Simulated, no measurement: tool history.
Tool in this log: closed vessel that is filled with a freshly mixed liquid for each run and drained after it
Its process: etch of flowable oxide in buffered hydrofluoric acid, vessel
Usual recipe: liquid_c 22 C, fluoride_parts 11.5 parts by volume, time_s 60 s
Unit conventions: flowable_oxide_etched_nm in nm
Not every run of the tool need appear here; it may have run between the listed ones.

run   hour  liquid_c  fluoride_parts  time_s  wafers since the last listed run  hours since the thermometer was replaced  hours since the hydrofluoric acid flow meter was replaced  hours since the gauge calibration  read-back film thickness of the flowable oxide reference wafer, read on the same gauge (nm)  flowable_oxide_etched_nm
  1      0        22            11.5      35                                 0                                     677.7                                                     1873.8                              118.1                                                                                        70.02                     45.53
  2   33.2        22            11.5      35                              4881                                     710.9                                                       1907                              151.3                                                                                        70.01                     45.89
  3   59.7      25.5            11.5      75                              3896                                     737.4                                                     1933.5                              177.8                                                                                        69.99                    118.22
  4   86.8        22            11.5      85                              3984                                     764.5                                                     1960.6                              204.9                                                                                           70                     110.3
  5  104.4        21            11.5      60                              2587                                     782.1                                                     1978.2                              222.5                                                                                        69.95                     74.57
  6  142.7        21            11.5      60                              5631                                     820.4                                                     2016.5                              260.8                                                                                           70                     73.45
  7  172.5        21            11.5      60                              4381                                     850.2                                                     2046.3                              290.6                                                                                        70.02                     73.15
  8  198.5        22            11.5      60                              3822                                     876.2                                                     2072.3                              316.6                                                                                        70.05                     78.45
     222.3  -- gauge calibrated
  9  227.8        22            11.5      60                              4307                                     905.5                                                     2101.6                                5.5                                                                                        70.04                     77.27
 10  256.5        22            11.5      60                              4219                                     934.2                                                     2130.3                               34.2                                                                                        69.99                     78.09
     262.6  -- hydrofluoric acid flow meter replaced
 11  290.2        22            11.5      60                              4807                                     967.9                                                       27.6                               67.9                                                                                        69.97                     69.47
 12  309.6        22            11.5      60                              2852                                     987.3                                                         47                               87.3                                                                                        69.98                     69.03
 13  328.5        22            11.5      60                              2778                                    1006.2                                                       65.9                              106.2                                                                                        70.02                     70.06
     331.2  -- thermometer replaced
 14  363.5        25            11.5      70                              4998                                      32.3                                                      100.9                              141.2                                                                                        69.97                    104.03
 15  377.8      25.5               8      60                              2102                                      46.6                                                      115.2                              155.5                                                                                        69.96                     128.4
 16  403.4      23.5              10      45                              3763                                      72.2                                                      140.8                              181.1                                                                                        70.04                      70.7
 17  436.8        22            11.5      40                              4910                                     105.6                                                      174.2                              214.5                                                                                        69.94                     50.81
 18  470.7      17.5            14.5      80                              4984                                     139.5                                                      208.1                              248.4                                                                                        69.97                     62.81
 19    486        25            11.5      70                              2249                                     154.8                                                      223.4                              263.7                                                                                        70.01                    103.79
 20  519.9      20.5             7.5      85                              4984                                     188.7                                                      257.3                              297.6                                                                                        69.99                    146.15
     533.4  -- gauge calibrated
 21  536.7        22            11.5      60                              2470                                     205.5                                                      274.1                                3.3                                                                                        70.01                     75.83
 22  560.2        19               7      40                              3455                                       229                                                      297.6                               26.8                                                                                        70.01                     68.16
 23  579.9      24.5            11.5      80                              2896                                     248.7                                                      317.3                               46.5                                                                                        70.01                    114.42

Alternative continuations, all from the tool just after run 23; predict every row:
  A  580.6        22            11.5      50                               102                                     249.4                                                        318                               47.2                                                                                            ?                         ?
  B  580.6        18            15.5      60                               102                                     249.4                                                        318                               47.2                                                                                            ?                         ?
  C  580.6        19               9      30                               102                                     249.4                                                        318                               47.2                                                                                            ?                         ?
  D  580.6        22            11.5      45                               102                                     249.4                                                        318                               47.2                                                                                            ?                         ?
  E  580.6      24.5              14      60                               102                                     249.4                                                        318                               47.2                                                                                            ?                         ?

run  read-back film thickness of the flowable oxide reference wafer, read on the same gauge (nm)  flowable_oxide_etched_nm
  A                                                                                        69.98                     62.79
  B                                                                                        69.98                      44.9
  C                                                                                        69.98                      39.1
  D                                                                                        69.98                     56.51
  E                                                                                        69.98                     71.32
Take away the tool's hidden state, keep each run's random variation, and the runs would have read:
run  flowable_oxide_etched_nm
  A                     63.18
  B                     45.21
  C                     39.26
  D                     56.86
  E                     71.72
